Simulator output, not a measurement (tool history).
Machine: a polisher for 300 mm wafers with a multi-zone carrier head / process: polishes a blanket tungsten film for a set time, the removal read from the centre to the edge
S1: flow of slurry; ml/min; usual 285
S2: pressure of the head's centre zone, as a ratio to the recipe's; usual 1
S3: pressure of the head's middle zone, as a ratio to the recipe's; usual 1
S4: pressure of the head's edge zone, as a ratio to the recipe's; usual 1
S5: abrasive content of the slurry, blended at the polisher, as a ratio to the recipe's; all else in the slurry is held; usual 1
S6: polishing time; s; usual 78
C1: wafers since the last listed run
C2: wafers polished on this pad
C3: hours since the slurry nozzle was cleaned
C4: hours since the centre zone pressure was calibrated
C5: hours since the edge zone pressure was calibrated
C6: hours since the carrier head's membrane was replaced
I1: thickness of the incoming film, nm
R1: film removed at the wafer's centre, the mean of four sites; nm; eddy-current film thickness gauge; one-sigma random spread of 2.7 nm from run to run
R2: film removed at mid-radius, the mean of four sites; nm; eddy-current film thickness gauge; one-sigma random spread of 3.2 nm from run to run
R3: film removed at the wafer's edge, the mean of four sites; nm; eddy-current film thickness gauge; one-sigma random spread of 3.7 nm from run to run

run	hour	S1	S2	S3	S4	S5	S6	C1	C2	C3	C4	C5	C6	I1	R1	R2	R3
1	0	285	1	1	1	1	78	0	621	592.2	793.5	151.6	665.6	1245.2	274.1	266.4	269.5
# hour 9: centre zone pressure recalibrated
# hour 81.9: carrier head's membrane replaced by a new one
2	98.7	285	1	1	1	1	78	750	1371	690.9	89.7	250.3	16.8	1251.1	261.9	256.2	265
# hour 152.1: slurry nozzle cleaned
3	172.3	285	1	1	1	1	78	593	1965	20.2	163.3	323.9	90.4	1251.9	278	276.4	273.5
4	264.2	285	1	1	1	1	78	751	2717	112.1	255.2	415.8	182.3	1255	279.3	279.1	276.2
# hour 296.7: edge zone pressure recalibrated
# hour 298: worn pad replaced by a new one
5	369.7	285	1	1	1	1	78	836	586	217.6	360.7	73	287.8	1238.4	280	272.9	274
6	572.1	285	1	1	1	1	78	1655	2242	420	563.1	275.4	490.2	1217.5	275.5	270.3	270.3
# hour 587.8: worn pad replaced by a new one
7	659.8	285	1	1	1	1	78	684	589	507.7	650.8	363.1	577.9	1241.4	274.8	271.8	268
# hour 682.6: edge zone pressure recalibrated
# hour 710.1: centre zone pressure recalibrated
8	717.8	285	1	1	1	1	78	441	1031	565.7	7.7	35.2	635.9	1250.1	272.4	270	268.5
# hour 773: slurry nozzle cleaned
9	867.1	285	1	1	1	1	78	1213	2244	94.1	157	184.5	785.2	1237.6	277.4	277.3	279
10	912.3	285	1	1	1	1	78	369	2613	139.3	202.2	229.7	830.4	1236.1	275	276	273.3
# hour 933.6: carrier head's membrane replaced by a new one
# hour 941.7: worn pad replaced by a new one
11	1015.2	285	1	1	1	1.2	59	768	601	242.2	305.1	332.6	81.6	1252.5	212.8	211.5	209.7
# hour 1024.8: edge zone pressure recalibrated
12	1058.6	285	1	0.88	1	1	95	338	940	285.6	348.5	33.8	125	1244.4	334.6	297.7	332.1
13	1107.5	285	0.9	1	1	1	57	400	1340	334.5	397.4	82.7	173.9	1243	180.1	201.4	199.1
14	1207.7	285	1	1	1	1	78	819	2159	434.7	497.6	182.9	274.1	1239.4	270.1	271.7	264
# hour 1225.6: worn pad replaced by a new one
15	1313.9	285	1	1	1.12	1.15	78	836	722	540.9	603.8	289.1	380.3	1241.4	270.8	264.3	285
16	1383.5	285	1	1	1	0.8	78	569	1291	610.5	673.4	358.7	449.9	1248.9	257.7	258.9	252
# hour 1414.4: centre zone pressure recalibrated
17	1423.6	285	1	1	1	1	78	311	1603	650.6	9.2	398.8	490	1216.6	265	258.5	260
# hour 1481.1: edge zone pressure recalibrated
18	1496.3	285	1	1	1	1	78	578	2181	723.3	81.9	15.2	562.7	1250.8	250.4	256.7	259.2
# hour 1517.5: worn pad replaced by a new one
# hour 1542.8: slurry nozzle cleaned
19	1549.5	285	1.09	1	1	1	78	394	253	6.7	135.1	68.4	615.9	1253.9	300.4	275.8	271.1
20	1585.5	335	1.03	1	1	1	68	294	548	42.7	171.1	104.4	651.9	1218.2	252.8	247.1	242.9
21	1641.3	325	1	1	0.89	1.25	93	456	1004	98.5	226.9	160.2	707.7	1237.8	351.3	335.9	327.1

3 ways to go on from here, each from the tool as it stands after run 21. What would each give?
A	1641.7	285	1	1	1	1	78	3	1008	98.9	227.3	160.6	708.1	1241.8	?	?	?
B	1641.7	285	0.95	1	1	1	78	3	1008	98.9	227.3	160.6	708.1	1241.8	?	?	?
C	1641.7	285	1	0.88	1	1	78	3	1008	98.9	227.3	160.6	708.1	1241.8	?	?	?

run	R1	R2	R3
A	279.2	280.3	274
B	265.1	280.4	274
C	278.9	252	274.5
The same runs, with their run-to-run variation unchanged, on a tool lacking any hidden condition would have given:
run	R1	R2	R3
A	280	281.1	274.6
B	265.9	281.2	274.6
C	279.8	252.7	275.1

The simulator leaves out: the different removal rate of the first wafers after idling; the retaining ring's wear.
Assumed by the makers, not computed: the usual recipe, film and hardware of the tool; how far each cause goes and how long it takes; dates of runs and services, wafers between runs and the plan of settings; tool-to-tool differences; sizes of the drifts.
